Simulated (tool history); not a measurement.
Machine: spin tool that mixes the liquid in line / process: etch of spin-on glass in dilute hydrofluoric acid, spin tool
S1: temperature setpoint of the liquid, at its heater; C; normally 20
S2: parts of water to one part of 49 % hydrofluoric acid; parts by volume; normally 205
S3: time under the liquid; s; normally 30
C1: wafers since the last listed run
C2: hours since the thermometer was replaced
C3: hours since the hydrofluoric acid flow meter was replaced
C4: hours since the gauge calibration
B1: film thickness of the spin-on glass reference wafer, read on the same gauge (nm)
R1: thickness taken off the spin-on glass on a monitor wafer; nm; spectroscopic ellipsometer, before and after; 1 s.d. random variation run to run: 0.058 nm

run	hour	S1	S2	S3	C1	C2	C3	C4	B1	R1
1	0	17	205	30	0	1268	305.5	1017.6	49.99	5.08
2	95.4	17	205	30	1860	1363.4	400.9	1113	49.98	5.04
3	182.6	22.5	205	20	1700	1450.6	488.1	1200.2	50	4.13
4	239.5	22.5	205	20	1109	1507.5	545	1257.1	50	4.16
5	310.9	20	205	30	1392	1578.9	616.4	1328.5	49.99	5.6
6	391.5	20	205	30	1571	1659.5	697	1409.1	50	5.66
7	434.6	20	205	30	840	1702.6	740.1	1452.2	50.02	5.65
8	487.5	20	205	30	1031	1755.5	793	1505.1	49.99	5.63
9	533.4	20	205	30	895	1801.4	838.9	1551	50	5.72
10	617.8	20	205	30	1646	1885.8	923.3	1635.4	49.99	5.74
11	659.7	23	205	30	817	1927.7	965.2	1677.3	49.98	6.27
12	711.5	23	205	30	1010	1979.5	1017	1729.1	50	6.3
13	766	18.5	275	15	1062	2034	1071.5	1783.6	50	1.83
# hour 799: gauge calibrated
14	833.3	24.5	130	15	1312	2101.3	1138.8	34.3	49.99	5.55
# hour 868.6: hydrofluoric acid flow meter replaced
15	900.6	20	205	30	1293	2168.6	32	101.6	50.01	5.85
16	974.6	20	205	40	1443	2242.6	106	175.6	50.02	7.88
17	1065.7	24.5	130	30	1776	2333.7	197.1	266.7	50	11.88

Estimate the outcome of run 18 from the log above:
# hour 1087.3: thermometer replaced
18	1172.9	17	205	40	2071	85.6	304.3	373.9	?	?

{"run 18": {"B1": 50.02, "R1": 6.75}}
With the hidden condition absent and the run-to-run variation left alone, this run would have shown R1 6.87 nm.

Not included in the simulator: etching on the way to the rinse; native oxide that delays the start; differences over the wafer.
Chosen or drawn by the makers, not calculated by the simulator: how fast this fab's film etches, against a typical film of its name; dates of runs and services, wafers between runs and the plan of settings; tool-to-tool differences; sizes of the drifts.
